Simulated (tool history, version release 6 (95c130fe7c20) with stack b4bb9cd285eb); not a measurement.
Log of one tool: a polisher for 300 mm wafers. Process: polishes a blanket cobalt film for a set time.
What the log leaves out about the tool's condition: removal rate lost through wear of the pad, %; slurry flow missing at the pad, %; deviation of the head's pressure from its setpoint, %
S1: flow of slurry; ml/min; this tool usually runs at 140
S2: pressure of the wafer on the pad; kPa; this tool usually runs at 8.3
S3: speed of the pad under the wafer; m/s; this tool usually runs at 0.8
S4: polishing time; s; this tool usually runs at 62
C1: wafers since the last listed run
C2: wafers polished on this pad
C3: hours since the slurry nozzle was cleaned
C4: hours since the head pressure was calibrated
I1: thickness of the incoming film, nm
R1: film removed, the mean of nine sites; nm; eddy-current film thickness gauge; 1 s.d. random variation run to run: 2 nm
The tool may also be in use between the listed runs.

run,hour,S1,S2,S3,S4,C1,C2,C3,C4,I1,R1
1,0,140,8.3,0.8,62,0,2368,175,1209,1385.4,130.8
2,73.1,140,8.3,0.64,62,709,3078,248.1,1282.1,1359.5,106.2
# hour 112.7: head pressure recalibrated
3,140.2,110,8.3,0.8,51,631,3710,315.2,27.5,1358.9,99.8
# hour 162.7: worn pad replaced by a new one
4,236.7,110,8.3,0.8,51,897,718,411.7,124,1401.6,104.9
5,285.7,140,8.3,0.8,62,475,1193,460.7,173,1347.7,136.3
6,351.5,140,8.3,0.8,62,638,1832,526.5,238.8,1351.5,138.3
# hour 393.5: slurry nozzle cleaned
7,444.1,140,8.3,0.8,62,889,2721,50.6,331.4,1374.9,129.7
8,519.8,140,8.3,0.8,62,734,3456,126.3,407.1,1377.3,128.3
# hour 603.2: worn pad replaced by a new one
9,613.2,140,8.3,0.8,62,867,96,219.7,500.5,1398.1,139.1
10,654.8,140,8.3,0.8,62,403,500,261.3,542.1,1339.4,138.3
11,761.8,140,8.3,0.8,62,1038,1539,368.3,649.1,1369.5,132
12,835.9,140,8.3,0.8,62,719,2258,442.4,723.2,1361.1,136.3
13,892.1,140,8.3,0.8,62,545,2804,498.6,779.4,1370.5,132.1
14,990.1,120,8.3,0.94,62,951,3755,596.6,877.4,1384.3,145.7
# hour 1001.3: slurry nozzle cleaned
15,1032.4,165,8.3,0.8,62,400,4156,31.1,919.7,1363.1,132.6
# hour 1088.6: worn pad replaced by a new one
16,1127.1,165,8.3,0.8,62,880,374,125.8,1014.4,1356.9,137.9
17,1191.7,100,7.6,0.8,42,627,1001,190.4,1079,1372.3,76.9
18,1293.8,90,8.3,0.8,62,991,1992,292.5,1181.1,1369.7,116.3
19,1354.9,120,8.3,0.8,72,593,2585,353.6,1242.2,1340.6,148.2
# hour 1442.4: head pressure recalibrated
20,1452,140,10.3,0.8,84,923,3508,450.7,9.6,1370.4,212.6
# hour 1480: worn pad replaced by a new one
21,1498.5,140,11,0.8,53,412,179,497.2,56.1,1366.4,159.4
# hour 1546.2: slurry nozzle cleaned
22,1581.5,140,8.3,0.8,62,795,975,35.3,139.1,1348.7,134.7
23,1640.7,115,6.9,0.8,56,574,1549,94.5,198.3,1363.1,95.9
24,1696.7,140,8.3,0.64,43,543,2093,150.5,254.3,1356.1,74.9
25,1769.6,155,6.2,0.68,71,707,2800,223.4,327.2,1367.8,97.5
26,1807.1,140,8.3,1.04,62,363,3164,260.9,364.7,1364.4,164.9
27,1885.6,90,6.9,0.92,62,761,3926,339.4,443.2,1383.6,111.7
# hour 1908.2: worn pad replaced by a new one
28,1932.7,160,8.3,0.8,62,418,237,386.5,490.3,1371.2,138.8
29,2016.2,140,8.3,0.64,43,810,1048,470,573.8,1377.4,72.8
30,2099.9,140,8.3,0.8,62,812,1860,553.7,657.5,1351.1,133.5
31,2138.7,140,9.7,0.72,77,376,2237,592.5,696.3,1370.5,172.4
# hour 2147.7: slurry nozzle cleaned
32,2209.9,165,5.5,0.98,50,681,2918,62.2,767.5,1365.7,89.3

Below are 3 alternative next runs, each starting from the tool's condition after run 32. Predict each:
A,2210.3,140,8.3,0.8,53,3,2922,62.6,767.9,1374.4,?
B,2210.3,190,8.3,1.04,62,3,2922,62.6,767.9,1374.4,?
C,2210.3,140,9.7,0.8,62,3,2922,62.6,767.9,1374.4,?

run,R1
A,110.3
B,175.3
C,150.6
Take away the tool's hidden state, keep each run's random variation, and the runs would have read:
run,R1
A,115.7
B,183.7
C,157.9

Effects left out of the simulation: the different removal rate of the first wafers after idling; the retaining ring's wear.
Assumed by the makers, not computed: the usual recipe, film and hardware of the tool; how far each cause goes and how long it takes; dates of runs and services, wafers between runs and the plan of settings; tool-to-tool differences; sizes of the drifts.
